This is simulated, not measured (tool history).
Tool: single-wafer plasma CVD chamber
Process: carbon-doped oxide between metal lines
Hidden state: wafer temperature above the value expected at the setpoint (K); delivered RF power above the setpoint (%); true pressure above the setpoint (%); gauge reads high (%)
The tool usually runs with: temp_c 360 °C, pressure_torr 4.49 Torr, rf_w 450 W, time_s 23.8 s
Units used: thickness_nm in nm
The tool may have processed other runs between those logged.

run,hour,temp_c,pressure_torr,rf_w,time_s,wafers since the last listed run,hours since the last thermocouple change,hours since the last RF generator calibration,hours since the last manometer calibration,hours since the showerhead was replaced,hours since the gauge calibration,"read-back reference wafer on the same gauge, thickness_nm",thickness_nm
1,0.0,360,4.49,450,23.8,0,24.5,517.4,1293.1,6723.4,2300.5,85.004,103.281
2,36.0,360,4.49,450,23.8,1328,60.5,553.4,1329.1,6759.4,2336.5,84.931,103.139
3,66.6,360,4.49,450,23.8,1128,91.1,584.0,1359.7,6790.0,2367.1,84.987,103.173
4,116.7,360,4.49,450,23.8,1848,141.2,634.1,1409.8,6840.1,2417.2,84.916,103.584
5,182.0,360,4.49,430,23.8,2409,206.5,699.4,1475.1,6905.4,2482.5,85.003,98.635
6,211.2,368,5.23,415,20.9,1077,235.7,728.6,1504.3,6934.6,2511.7,85.051,83.464
7,243.0,355,4.09,425,25.7,1173,267.5,760.4,1536.1,6966.4,2543.5,85.032,104.338
8,299.3,360,4.11,450,23.8,2077,323.8,816.7,1592.4,7022.7,2599.8,84.940,101.492
9,357.8,360,3.65,415,19.5,2158,382.3,875.2,1650.9,7081.2,2658.3,85.033,75.655
# hour 400.8: showerhead replaced
10,428.3,360,4.92,510,19.8,2305,452.8,945.7,1721.4,27.5,2728.8,85.030,97.248
# hour 443.7: capacitance manometer re-zeroed and calibrated
11,477.3,360,5.45,450,23.8,1512,501.8,994.7,33.6,76.5,2777.8,85.133,105.580
12,541.5,360,5.33,385,22.1,2368,566.0,1058.9,97.8,140.7,2842.0,84.929,83.013
13,611.1,360,4.49,450,28.1,2567,635.6,1128.5,167.4,210.3,2911.6,84.921,120.212
14,649.9,360,4.49,450,23.8,1431,674.4,1167.3,206.2,249.1,2950.4,85.075,102.608
# hour 685.1: RF generator calibrated
15,713.6,360,4.49,450,23.8,2055,738.1,28.5,269.9,312.8,3014.1,85.142,104.516
# hour 751.0: gauge calibrated
16,755.6,360,4.49,450,23.8,1549,780.1,70.5,311.9,354.8,4.6,84.957,105.023
17,804.1,360,4.49,505,20.5,1789,828.6,119.0,360.4,403.3,53.1,85.092,99.997
18,981.6,373,3.84,450,21.3,6548,1006.1,296.5,537.9,580.8,230.6,85.122,88.684
19,1050.4,360,4.49,450,20.3,2538,1074.9,365.3,606.7,649.6,299.4,85.028,88.502
20,1094.0,360,4.95,450,22.4,1608,1118.5,408.9,650.3,693.2,343.0,84.942,98.930
21,1143.6,360,3.47,450,23.8,1829,1168.1,458.5,699.9,742.8,392.6,85.107,100.796
22,1204.9,360,4.49,450,23.8,2261,1229.4,519.8,761.2,804.1,453.9,84.941,102.843
23,1236.6,351,4.98,405,27.2,1169,1261.1,551.5,792.9,835.8,485.6,85.075,108.412
24,1282.0,365,5.53,495,21.8,1675,1306.5,596.9,838.3,881.2,531.0,84.940,104.950
# hour 1338.4: thermocouple changed; heater temperature recalibrated
25,1338.9,373,4.49,450,23.8,1804,0.5,653.8,895.2,938.1,587.9,85.085,100.211
26,1395.3,345,4.49,420,20.6,2080,56.9,710.2,951.6,994.5,644.3,84.927,86.836
27,1431.5,372,3.74,505,27.1,1335,93.1,746.4,987.8,1030.7,680.5,85.052,123.442
28,1496.9,360,4.49,450,23.8,2412,158.5,811.8,1053.2,1096.1,745.9,84.889,103.137
29,1566.0,354,4.49,450,23.8,2549,227.6,880.9,1122.3,1165.2,815.0,85.049,104.397

Run-by-run hidden state of the tool:
wafer temperature above the value expected at the setpoint (K): 0 in every run
true pressure above the setpoint (%): 0 in every run
gauge reads high (%): 0 in every run
H1: delivered RF power above the setpoint (%)
run,H1
1,-2.69
2,-2.76
3,-2.81
4,-2.89
5,-2.98
6,-3.02
7,-3.06
8,-3.11
9,-3.16
10,-3.21
11,-3.24
12,-3.27
13,-3.31
14,-3.32
15,-0.721
16,-1.03
17,-1.34
18,-2.2
19,-2.43
20,-2.56
21,-2.69
22,-2.82
23,-2.89
24,-2.97
25,-3.05
26,-3.13
27,-3.17
28,-3.24
29,-3.3
